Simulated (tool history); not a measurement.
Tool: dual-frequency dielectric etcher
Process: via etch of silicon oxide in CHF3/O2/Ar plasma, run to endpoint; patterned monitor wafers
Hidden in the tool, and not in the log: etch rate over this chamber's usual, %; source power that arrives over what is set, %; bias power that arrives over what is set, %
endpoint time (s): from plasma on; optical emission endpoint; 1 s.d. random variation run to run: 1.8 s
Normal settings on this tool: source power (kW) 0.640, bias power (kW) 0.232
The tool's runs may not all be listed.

| run | hour | source power (kW) | bias power (kW) | wafers since the last listed run | hours since the last wet clean | hours since the last source power generator calibration | hours since the last bias power generator calibration | hours since the last upper electrode change | incoming incoming film thickness, nm | endpoint time (s) |
|---|---|---|---|---|---|---|---|---|---|---|
| 1 | 0.0 | 0.640 | 0.232 | 0 | 175.8 | 472.1 | 4065.5 | 2670.2 | 627.4 | 284.0 |
| 2 | 78.0 | 0.640 | 0.232 | 510 | 253.8 | 550.1 | 4143.5 | 2748.2 | 628.7 | 286.1 |
| 3 | 142.1 | 0.640 | 0.259 | 419 | 317.9 | 614.2 | 4207.6 | 2812.3 | 631.2 | 277.6 |
| 4 | 206.8 | 0.640 | 0.259 | 423 | 382.6 | 678.9 | 4272.3 | 2877.0 | 625.5 | 276.0 |
|  | 433.8 | wet clean of the chamber |
| 5 | 434.3 | 0.640 | 0.232 | 1331 | 0.5 | 906.4 | 4499.8 | 3104.5 | 627.5 | 288.1 |
| 6 | 512.3 | 0.640 | 0.232 | 510 | 78.5 | 984.4 | 4577.8 | 3182.5 | 633.7 | 290.6 |
| 7 | 574.2 | 0.640 | 0.232 | 404 | 140.4 | 1046.3 | 4639.7 | 3244.4 | 629.4 | 286.4 |
| 8 | 644.3 | 0.640 | 0.232 | 458 | 210.5 | 1116.4 | 4709.8 | 3314.5 | 636.1 | 288.5 |
| 9 | 715.4 | 0.640 | 0.232 | 465 | 281.6 | 1187.5 | 4780.9 | 3385.6 | 630.0 | 286.5 |
| 10 | 797.2 | 0.640 | 0.232 | 535 | 363.4 | 1269.3 | 4862.7 | 3467.4 | 634.6 | 289.6 |
| 11 | 883.2 | 0.640 | 0.232 | 562 | 449.4 | 1355.3 | 4948.7 | 3553.4 | 629.6 | 286.4 |
|  | 899.9 | bias power generator calibrated |
| 12 | 934.9 | 0.640 | 0.258 | 312 | 501.1 | 1407.0 | 35.0 | 3605.1 | 623.5 | 273.3 |
|  | 972.6 | wet clean of the chamber |
| 13 | 989.3 | 0.640 | 0.258 | 198 | 16.7 | 1461.4 | 89.4 | 3659.5 | 633.2 | 279.0 |
| 14 | 1025.4 | 0.640 | 0.232 | 236 | 52.8 | 1497.5 | 125.5 | 3695.6 | 629.4 | 288.5 |
| 15 | 1065.2 | 0.640 | 0.232 | 260 | 92.6 | 1537.3 | 165.3 | 3735.4 | 631.3 | 289.2 |
| 16 | 1140.6 | 0.640 | 0.232 | 493 | 168.0 | 1612.7 | 240.7 | 3810.8 | 635.2 | 289.3 |
| 17 | 1225.2 | 0.640 | 0.232 | 553 | 252.6 | 1697.3 | 325.3 | 3895.4 | 633.9 | 285.7 |
| 18 | 1266.3 | 0.640 | 0.232 | 268 | 293.7 | 1738.4 | 366.4 | 3936.5 | 629.2 | 287.7 |
| 19 | 1309.4 | 0.640 | 0.232 | 281 | 336.8 | 1781.5 | 409.5 | 3979.6 | 629.9 | 288.7 |
|  | 1451.4 | wet clean of the chamber |
| 20 | 1513.9 | 0.760 | 0.210 | 1180 | 62.5 | 1986.0 | 614.0 | 4184.1 | 635.7 | 285.8 |
|  | 1596.8 | source power generator calibrated |
| 21 | 1609.1 | 0.760 | 0.279 | 596 | 157.7 | 12.3 | 709.2 | 4279.3 | 630.2 | 256.6 |
| 22 | 1663.0 | 0.750 | 0.270 | 352 | 211.6 | 66.2 | 763.1 | 4333.2 | 630.1 | 262.8 |
| 23 | 1758.8 | 0.530 | 0.259 | 626 | 307.4 | 162.0 | 858.9 | 4429.0 | 632.3 | 290.7 |
| 24 | 1842.8 | 0.750 | 0.260 | 549 | 391.4 | 246.0 | 942.9 | 4513.0 | 639.2 | 271.0 |
|  | 1956.0 | upper electrode replaced |
| 25 | 1956.5 | 0.640 | 0.232 | 586 | 505.1 | 359.7 | 1056.6 | 0.5 | 633.0 | 287.0 |
| 26 | 1996.7 | 0.580 | 0.249 | 262 | 545.3 | 399.9 | 1096.8 | 40.7 | 639.4 | 292.6 |
|  | 2060.0 | wet clean of the chamber |
| 27 | 2060.5 | 0.640 | 0.232 | 260 | 0.5 | 463.7 | 1160.6 | 104.5 | 640.0 | 293.4 |
| 28 | 2114.7 | 0.740 | 0.213 | 354 | 54.7 | 517.9 | 1214.8 | 158.7 | 629.7 | 283.9 |
| 29 | 2210.8 | 0.770 | 0.186 | 628 | 150.8 | 614.0 | 1310.9 | 254.8 | 628.8 | 294.6 |
| 30 | 2281.6 | 0.640 | 0.232 | 463 | 221.6 | 684.8 | 1381.7 | 325.6 | 641.0 | 290.9 |
| 31 | 2384.3 | 0.580 | 0.215 | 671 | 324.3 | 787.5 | 1484.4 | 428.3 | 630.1 | 298.3 |
| 32 | 2475.0 | 0.640 | 0.232 | 593 | 415.0 | 878.2 | 1575.1 | 519.0 | 640.9 | 293.9 |
| 33 | 2520.8 | 0.580 | 0.189 | 299 | 460.8 | 924.0 | 1620.9 | 564.8 | 633.2 | 318.0 |
|  | 2553.6 | wet clean of the chamber |
| 34 | 2599.9 | 0.590 | 0.176 | 360 | 46.3 | 1003.1 | 1700.0 | 643.9 | 630.5 | 319.8 |
| 35 | 2669.2 | 0.640 | 0.232 | 453 | 115.6 | 1072.4 | 1769.3 | 713.2 | 635.4 | 289.1 |

Each row is a separate what-if for the run after 35, all from the same tool condition, not one after another. Results?
| A | 2669.7 | 0.640 | 0.232 | 3 | 116.1 | 1072.9 | 1769.8 | 713.7 | 631.1 | ? |
| B | 2669.7 | 0.520 | 0.207 | 3 | 116.1 | 1072.9 | 1769.8 | 713.7 | 631.1 | ? |
| C | 2669.7 | 0.640 | 0.268 | 3 | 116.1 | 1072.9 | 1769.8 | 713.7 | 631.1 | ? |

| run | endpoint time (s) |
|---|---|
| A | 285.0 |
| B | 310.4 |
| C | 271.8 |
Stripped of hidden state, with their random variation kept, the same runs would have yielded:
| run | endpoint time (s) |
|---|---|
| A | 285.0 |
| B | 310.4 |
| C | 271.8 |
